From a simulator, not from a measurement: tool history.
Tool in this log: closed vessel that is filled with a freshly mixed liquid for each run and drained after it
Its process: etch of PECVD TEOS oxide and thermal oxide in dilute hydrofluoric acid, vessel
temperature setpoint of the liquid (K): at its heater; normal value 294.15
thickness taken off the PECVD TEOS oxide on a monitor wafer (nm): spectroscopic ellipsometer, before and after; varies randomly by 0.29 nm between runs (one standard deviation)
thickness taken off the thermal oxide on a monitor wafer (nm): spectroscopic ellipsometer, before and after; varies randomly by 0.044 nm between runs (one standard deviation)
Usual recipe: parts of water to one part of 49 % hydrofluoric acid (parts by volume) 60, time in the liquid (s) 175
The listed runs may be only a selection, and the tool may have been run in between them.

run	hour	temperature setpoint of the liquid (K)	parts of water to one part of 49 % hydrofluoric acid (parts by volume)	time in the liquid (s)	wafers since the last listed run	hours since the thermometer was replaced	hours since the hydrofluoric acid flow meter was replaced	hours since the gauge calibration	read-back film thickness of the PECVD TEOS oxide reference wafer, read on the same gauge (nm)	read-back film thickness of the thermal oxide reference wafer, read on the same gauge (nm)	thickness taken off the PECVD TEOS oxide on a monitor wafer (nm)	thickness taken off the thermal oxide on a monitor wafer (nm)
1	0.0	294.15	60	175	0	927.7	1370.4	1272.5	80.01	50.01	43.81	11.24
2	47.5	294.15	60	175	5984	975.2	1417.9	1320.0	79.99	49.98	43.35	11.14
3	132.9	294.15	60	175	10760	1060.6	1503.3	1405.4	79.98	50.00	43.81	11.14
# hour 174.8: hydrofluoric acid flow meter replaced
4	234.9	294.15	60	175	12725	1162.6	60.1	1507.4	80.02	50.02	45.46	11.75
5	320.5	294.15	60	175	10785	1248.2	145.7	1593.0	79.99	50.04	45.52	11.69
6	377.8	294.15	60	175	7219	1305.5	203.0	1650.3	80.00	50.00	45.72	11.71
# hour 433.4: thermometer replaced
7	433.9	294.15	60	175	6942	0.5	259.1	1706.4	80.00	49.99	45.93	11.65
8	477.2	290.65	45	250	5455	43.8	302.4	1749.7	80.02	50.00	74.77	19.57
9	566.8	298.15	75	200	11289	133.4	392.0	1839.3	79.98	50.02	46.95	12.31
10	782.9	294.15	60	85	27227	349.5	608.1	2055.4	79.98	50.01	21.59	5.62
# hour 859.9: gauge calibrated
11	885.5	296.65	85	275	12927	452.1	710.7	25.6	79.99	49.98	53.33	13.62
12	981.5	291.15	60	270	12095	548.1	806.7	121.6	79.99	49.99	60.57	15.42
13	1024.2	297.65	90	270	5380	590.8	849.4	164.3	79.99	50.03	50.41	13.14
14	1110.4	290.65	80	150	10860	677.0	935.6	250.5	79.99	49.99	24.03	6.15
15	1198.4	294.15	60	175	11087	765.0	1023.6	338.5	79.98	50.02	44.64	11.40
16	1306.1	294.15	60	175	13569	872.7	1131.3	446.2	79.98	49.98	44.06	11.35
17	1348.1	291.15	60	220	5291	914.7	1173.3	488.2	80.03	50.00	48.62	12.40
18	1454.7	290.15	40	75	13431	1021.3	1279.9	594.8	80.01	50.02	24.51	6.22
19	1506.4	294.15	60	175	6514	1073.0	1331.6	646.5	79.98	50.00	43.21	11.24
20	1576.9	294.15	60	175	8882	1143.5	1402.1	717.0	80.01	49.99	43.40	11.15
21	1652.2	294.15	60	175	9487	1218.8	1477.4	792.3	80.01	50.02	43.34	11.17
# hour 1692.9: thermometer replaced
22	1753.4	290.15	90	110	12624	60.5	1578.6	893.5	80.00	50.04	14.72	3.82
23	1790.9	298.15	60	70	4724	98.0	1616.1	931.0	80.01	49.97	20.31	5.20
# hour 1807.2: hydrofluoric acid flow meter replaced
24	1890.1	290.15	30	205	12372	197.2	82.9	1030.2	80.02	50.00	92.57	24.17
25	1946.9	294.15	60	175	7156	254.0	139.7	1087.0	79.99	50.02	45.60	11.76

For each run, the measured value with the value that run would have given without the tool's hidden condition subtracted. The run-to-run variation is shared by both, the gauge scatter possibly not:
Hidden state at play: liquid hotter than its thermometer reads (K); hydrofluoric acid flow below the setpoint (%); gauge reads high (%).
run	thickness taken off the PECVD TEOS oxide on a monitor wafer (nm)	thickness taken off the thermal oxide on a monitor wafer (nm)
1	-2.46	-0.63
2	-2.50	-0.65
3	-2.69	-0.69
4	-0.38	-0.10
5	-0.52	-0.14
6	-0.62	-0.16
7	-0.72	-0.19
8	-1.26	-0.33
9	-1.00	-0.26
10	-0.62	-0.16
11	-1.81	-0.46
12	-2.21	-0.56
13	-2.00	-0.52
14	-1.01	-0.26
15	-2.01	-0.51
16	-2.17	-0.56
17	-2.46	-0.63
18	-1.32	-0.33
19	-2.48	-0.65
20	-2.62	-0.67
21	-2.74	-0.71
22	-1.02	-0.27
23	-1.41	-0.36
24	-0.64	-0.17
25	-0.42	-0.11
